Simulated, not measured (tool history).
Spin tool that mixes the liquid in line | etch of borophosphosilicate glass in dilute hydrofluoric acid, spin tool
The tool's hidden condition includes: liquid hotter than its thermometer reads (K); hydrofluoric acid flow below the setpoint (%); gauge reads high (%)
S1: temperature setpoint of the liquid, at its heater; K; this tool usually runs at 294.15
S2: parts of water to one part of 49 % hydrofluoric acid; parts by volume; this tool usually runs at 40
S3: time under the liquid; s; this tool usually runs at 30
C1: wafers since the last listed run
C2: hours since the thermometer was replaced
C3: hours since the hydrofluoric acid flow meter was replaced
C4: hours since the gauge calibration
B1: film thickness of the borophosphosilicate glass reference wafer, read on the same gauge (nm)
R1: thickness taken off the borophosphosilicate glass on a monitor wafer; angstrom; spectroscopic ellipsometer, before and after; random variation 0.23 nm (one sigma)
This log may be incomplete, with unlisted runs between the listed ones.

{"run": 1, "day": 0.0, "S1": 294.15, "S2": 40, "S3": 30, "C1": 0, "C2": 1709.9, "C3": 16.4, "C4": 298.4, "B1": 59.97, "R1": 551.1}
{"run": 2, "day": 0.65, "S1": 294.15, "S2": 40, "S3": 30, "C1": 162, "C2": 1725.5, "C3": 32.0, "C4": 314.0, "B1": 60.0, "R1": 550.4}
{"run": 3, "day": 1.167, "S1": 296.65, "S2": 25, "S3": 30, "C1": 129, "C2": 1737.9, "C3": 44.4, "C4": 326.4, "B1": 59.99, "R1": 1010.6}
{"run": 4, "day": 1.667, "S1": 294.15, "S2": 55, "S3": 30, "C1": 125, "C2": 1749.9, "C3": 56.4, "C4": 338.4, "B1": 60.02, "R1": 393.6}
{"run": 5, "day": 2.333, "S1": 294.15, "S2": 55, "S3": 30, "C1": 166, "C2": 1765.9, "C3": 72.4, "C4": 354.4, "B1": 59.97, "R1": 393.5}
{"run": 6, "day": 2.762, "S1": 294.15, "S2": 55, "S3": 30, "C1": 107, "C2": 1776.2, "C3": 82.7, "C4": 364.7, "B1": 60.01, "R1": 395.3}
{"run": 7, "day": 3.275, "S1": 294.15, "S2": 50, "S3": 30, "C1": 128, "C2": 1788.5, "C3": 95.0, "C4": 377.0, "B1": 59.99, "R1": 439.6}
{"day": 3.979, "done": "gauge calibrated"}
{"run": 8, "day": 4.021, "S1": 290.65, "S2": 50, "S3": 30, "C1": 186, "C2": 1806.4, "C3": 112.9, "C4": 1.0, "B1": 60.03, "R1": 377.9}
{"run": 9, "day": 4.412, "S1": 297.15, "S2": 40, "S3": 45, "C1": 98, "C2": 1815.8, "C3": 122.3, "C4": 10.4, "B1": 59.95, "R1": 937.9}
{"run": 10, "day": 4.662, "S1": 294.15, "S2": 25, "S3": 20, "C1": 62, "C2": 1821.8, "C3": 128.3, "C4": 16.4, "B1": 60.03, "R1": 600.4}
{"run": 11, "day": 5.312, "S1": 294.15, "S2": 25, "S3": 50, "C1": 162, "C2": 1837.4, "C3": 143.9, "C4": 32.0, "B1": 60.0, "R1": 1515.2}
{"run": 12, "day": 5.871, "S1": 294.15, "S2": 40, "S3": 30, "C1": 139, "C2": 1850.8, "C3": 157.3, "C4": 45.4, "B1": 60.02, "R1": 558.2}
{"run": 13, "day": 6.288, "S1": 290.15, "S2": 20, "S3": 25, "C1": 104, "C2": 1860.8, "C3": 167.3, "C4": 55.4, "B1": 60.02, "R1": 797.3}
{"run": 14, "day": 6.917, "S1": 294.15, "S2": 60, "S3": 50, "C1": 157, "C2": 1875.9, "C3": 182.4, "C4": 70.5, "B1": 59.99, "R1": 598.8}
{"run": 15, "day": 7.429, "S1": 294.15, "S2": 40, "S3": 30, "C1": 128, "C2": 1888.2, "C3": 194.7, "C4": 82.8, "B1": 60.01, "R1": 555.5}
{"run": 16, "day": 7.9, "S1": 294.15, "S2": 40, "S3": 30, "C1": 117, "C2": 1899.5, "C3": 206.0, "C4": 94.1, "B1": 60.02, "R1": 558.5}
{"run": 17, "day": 8.408, "S1": 296.15, "S2": 50, "S3": 30, "C1": 127, "C2": 1911.7, "C3": 218.2, "C4": 106.3, "B1": 59.99, "R1": 475.3}
{"run": 18, "day": 8.754, "S1": 294.15, "S2": 50, "S3": 20, "C1": 86, "C2": 1920.0, "C3": 226.5, "C4": 114.6, "B1": 60.01, "R1": 292.6}
{"run": 19, "day": 9.2, "S1": 290.15, "S2": 40, "S3": 30, "C1": 111, "C2": 1930.7, "C3": 237.2, "C4": 125.3, "B1": 59.99, "R1": 468.2}
{"run": 20, "day": 9.633, "S1": 294.15, "S2": 25, "S3": 30, "C1": 108, "C2": 1941.1, "C3": 247.6, "C4": 135.7, "B1": 60.02, "R1": 915.1}
{"run": 21, "day": 10.088, "S1": 294.15, "S2": 30, "S3": 40, "C1": 113, "C2": 1952.0, "C3": 258.5, "C4": 146.6, "B1": 59.99, "R1": 1002.0}
{"day": 10.579, "done": "thermometer replaced"}
{"run": 22, "day": 10.717, "S1": 296.65, "S2": 30, "S3": 30, "C1": 147, "C2": 3.3, "C3": 273.6, "C4": 161.7, "B1": 60.0, "R1": 781.1}
{"run": 23, "day": 11.188, "S1": 297.65, "S2": 25, "S3": 15, "C1": 117, "C2": 14.6, "C3": 284.9, "C4": 173.0, "B1": 59.98, "R1": 492.9}
{"run": 24, "day": 11.792, "S1": 294.15, "S2": 55, "S3": 30, "C1": 151, "C2": 29.1, "C3": 299.4, "C4": 187.5, "B1": 60.01, "R1": 372.9}
{"run": 25, "day": 12.108, "S1": 294.15, "S2": 40, "S3": 30, "C1": 79, "C2": 36.7, "C3": 307.0, "C4": 195.1, "B1": 59.99, "R1": 521.1}
{"run": 26, "day": 12.767, "S1": 294.15, "S2": 25, "S3": 25, "C1": 164, "C2": 52.5, "C3": 322.8, "C4": 210.9, "B1": 60.02, "R1": 715.7}
{"run": 27, "day": 13.062, "S1": 294.15, "S2": 40, "S3": 30, "C1": 74, "C2": 59.6, "C3": 329.9, "C4": 218.0, "B1": 60.0, "R1": 520.7}
{"run": 28, "day": 13.812, "S1": 294.15, "S2": 40, "S3": 30, "C1": 187, "C2": 77.6, "C3": 347.9, "C4": 236.0, "B1": 59.97, "R1": 525.8}
{"run": 29, "day": 14.283, "S1": 294.15, "S2": 30, "S3": 25, "C1": 117, "C2": 88.9, "C3": 359.2, "C4": 247.3, "B1": 59.98, "R1": 590.8}
{"run": 30, "day": 15.025, "S1": 292.65, "S2": 40, "S3": 15, "C1": 185, "C2": 106.7, "C3": 377.0, "C4": 265.1, "B1": 60.0, "R1": 246.3}
{"run": 31, "day": 15.342, "S1": 294.15, "S2": 40, "S3": 30, "C1": 79, "C2": 114.3, "C3": 384.6, "C4": 272.7, "B1": 60.02, "R1": 521.7}
{"run": 32, "day": 15.929, "S1": 294.15, "S2": 40, "S3": 30, "C1": 147, "C2": 128.4, "C3": 398.7, "C4": 286.8, "B1": 60.05, "R1": 527.0}

What if the next run were any one of these 4? Each begins from the tool's condition after run 32:
{"run": "A", "day": 15.946, "S1": 294.15, "S2": 40, "S3": 25, "C1": 4, "C2": 128.8, "C3": 399.1, "C4": 287.2, "B1": "?", "R1": "?"}
{"run": "B", "day": 15.946, "S1": 294.15, "S2": 55, "S3": 15, "C1": 4, "C2": 128.8, "C3": 399.1, "C4": 287.2, "B1": "?", "R1": "?"}
{"run": "C", "day": 15.946, "S1": 297.15, "S2": 55, "S3": 30, "C1": 4, "C2": 128.8, "C3": 399.1, "C4": 287.2, "B1": "?", "R1": "?"}
{"run": "D", "day": 15.946, "S1": 296.15, "S2": 20, "S3": 20, "C1": 4, "C2": 128.8, "C3": 399.1, "C4": 287.2, "B1": "?", "R1": "?"}

run=A B1=59.97 R1=436.2
run=B B1=59.97 R1=186.8
run=C B1=59.97 R1=423.1
run=D B1=59.97 R1=779.4
The same runs, with their run-to-run variation unchanged, on a tool lacking any hidden condition would have given:
run=A R1=432.3
run=B R1=185.2
run=C R1=419.5
run=D R1=772.5
